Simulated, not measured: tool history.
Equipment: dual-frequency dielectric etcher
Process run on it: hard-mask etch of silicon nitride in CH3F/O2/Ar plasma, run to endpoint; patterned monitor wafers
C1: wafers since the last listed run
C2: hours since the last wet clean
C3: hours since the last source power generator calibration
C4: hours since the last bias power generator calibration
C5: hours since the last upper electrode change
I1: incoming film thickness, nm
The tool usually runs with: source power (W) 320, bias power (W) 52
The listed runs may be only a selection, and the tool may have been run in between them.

Run 1, hour 0: usual settings; C1 0; C2 191.2; C3 624.4; C4 1792.8; C5 3612.5; I1 54.1. Result: endpoint time (s) 98.1.
Run 2, hour 52.3: usual settings; C1 548; C2 243.5; C3 676.7; C4 1845.1; C5 3664.8; I1 54.4. Result: endpoint time (s) 98.4.
Run 3, hour 109.5: usual settings; C1 599; C2 300.7; C3 733.9; C4 1902.3; C5 3722; I1 54.5. Result: endpoint time (s) 99.
Run 4, hour 137.9: usual settings but source power (W) 270; C1 297; C2 329.1; C3 762.3; C4 1930.7; C5 3750.4; I1 54.3. Result: endpoint time (s) 102.7.
Run 5, hour 312.9: usual settings but source power (W) 290; C1 1834; C2 504.1; C3 937.3; C4 2105.7; C5 3925.4; I1 54. Result: endpoint time (s) 102.2.
Run 6, hour 348.4: usual settings but source power (W) 360, bias power (W) 61; C1 372; C2 539.6; C3 972.8; C4 2141.2; C5 3960.9; I1 54. Result: endpoint time (s) 93.
At hour 382.3: wet clean of the chamber.
Run 7, hour 394.5: usual settings but source power (W) 360, bias power (W) 61; C1 231; C2 12.2; C3 1018.9; C4 2187.3; C5 4007; I1 53.6. Result: endpoint time (s) 89.3.
Run 8, hour 452.5: usual settings; C1 607; C2 70.2; C3 1076.9; C4 2245.3; C5 4065; I1 54.2. Result: endpoint time (s) 97.7.
Run 9, hour 502.6: usual settings; C1 525; C2 120.3; C3 1127; C4 2295.4; C5 4115.1; I1 54.1. Result: endpoint time (s) 97.8.
Run 10, hour 532.2: usual settings; C1 310; C2 149.9; C3 1156.6; C4 2325; C5 4144.7; I1 54.1. Result: endpoint time (s) 97.4.
Run 11, hour 602.8: usual settings; C1 739; C2 220.5; C3 1227.2; C4 2395.6; C5 4215.3; I1 54.2. Result: endpoint time (s) 97.5.
At hour 756.2: bias power generator calibrated.
At hour 756.9: source power generator calibrated.
Run 12, hour 771.3: usual settings; C1 1717; C2 389; C3 14.4; C4 15.1; C5 4383.8; I1 53.9. Result: endpoint time (s) 98.8.
Run 13, hour 841.4: usual settings but bias power (W) 61; C1 734; C2 459.1; C3 84.5; C4 85.2; C5 4453.9; I1 54.1. Result: endpoint time (s) 95.4.
Run 14, hour 885.8: usual settings; C1 465; C2 503.5; C3 128.9; C4 129.6; C5 4498.3; I1 54.4. Result: endpoint time (s) 100.5.
At hour 936: upper electrode replaced.
Run 15, hour 944.3: usual settings but bias power (W) 42; C1 361; C2 562; C3 187.4; C4 188.1; C5 8.3; I1 54.2. Result: endpoint time (s) 108.3.
Run 16, hour 997.7: usual settings; C1 559; C2 615.4; C3 240.8; C4 241.5; C5 61.7; I1 54.4. Result: endpoint time (s) 102.6.
At hour 1037.4: wet clean of the chamber.
Run 17, hour 1056.4: usual settings but source power (W) 350, bias power (W) 65; C1 363; C2 19; C3 299.5; C4 300.2; C5 120.4; I1 54.3. Result: endpoint time (s) 87.1.
Run 18, hour 1097.1: usual settings but source power (W) 360; C1 426; C2 59.7; C3 340.2; C4 340.9; C5 161.1; I1 54.6. Result: endpoint time (s) 93.4.
Run 19, hour 1158.6: usual settings but source power (W) 250, bias power (W) 61; C1 644; C2 121.2; C3 401.7; C4 402.4; C5 222.6; I1 54. Result: endpoint time (s) 98.7.
Run 20, hour 1197.7: usual settings but source power (W) 240, bias power (W) 41; C1 409; C2 160.3; C3 440.8; C4 441.5; C5 261.7; I1 54.4. Result: endpoint time (s) 112.5.
Run 21, hour 1249.8: usual settings but source power (W) 370; C1 546; C2 212.4; C3 492.9; C4 493.6; C5 313.8; I1 54.3. Result: endpoint time (s) 94.
Run 22, hour 1288: usual settings but source power (W) 240, bias power (W) 40; C1 400; C2 250.6; C3 531.1; C4 531.8; C5 352; I1 54.8. Result: endpoint time (s) 114.5.
Run 23, hour 1450.8: usual settings but source power (W) 400; C1 1706; C2 413.4; C3 693.9; C4 694.6; C5 514.8; I1 54.1. Result: endpoint time (s) 93.2.
Run 24, hour 1508.8: usual settings; C1 607; C2 471.4; C3 751.9; C4 752.6; C5 572.8; I1 54.6. Result: endpoint time (s) 100.5.
Run 25, hour 1535.3: usual settings but source power (W) 240, bias power (W) 44; C1 277; C2 497.9; C3 778.4; C4 779.1; C5 599.3; I1 54.3. Result: endpoint time (s) 112.2.
Run 26, hour 1593.1: usual settings but bias power (W) 46; C1 605; C2 555.7; C3 836.2; C4 836.9; C5 657.1; I1 54.3. Result: endpoint time (s) 104.6.

Below are 4 alternative next runs, each starting from the tool's condition after run 26. Predict each:
Run A, hour 1593.5: usual settings but source power (W) 300; C1 4; C2 556.1; C3 836.6; C4 837.3; C5 657.5; I1 54.4. Result: endpoint time (s) ?.
Run B, hour 1593.5: usual settings but source power (W) 340, bias power (W) 65; C1 4; C2 556.1; C3 836.6; C4 837.3; C5 657.5; I1 54.4. Result: endpoint time (s) ?.
Run C, hour 1593.5: usual settings but source power (W) 340; C1 4; C2 556.1; C3 836.6; C4 837.3; C5 657.5; I1 54.4. Result: endpoint time (s) ?.
Run D, hour 1593.5: usual settings but source power (W) 260, bias power (W) 64; C1 4; C2 556.1; C3 836.6; C4 837.3; C5 657.5; I1 54.4. Result: endpoint time (s) ?.

run  endpoint time (s)
  A              102.5
  B               92.9
  C               99.2
  D               99.9
Without the tool's unlogged condition, the same runs would have read:
run  endpoint time (s)
  A               97.9
  B               88.7
  C               94.7
  D               95.3

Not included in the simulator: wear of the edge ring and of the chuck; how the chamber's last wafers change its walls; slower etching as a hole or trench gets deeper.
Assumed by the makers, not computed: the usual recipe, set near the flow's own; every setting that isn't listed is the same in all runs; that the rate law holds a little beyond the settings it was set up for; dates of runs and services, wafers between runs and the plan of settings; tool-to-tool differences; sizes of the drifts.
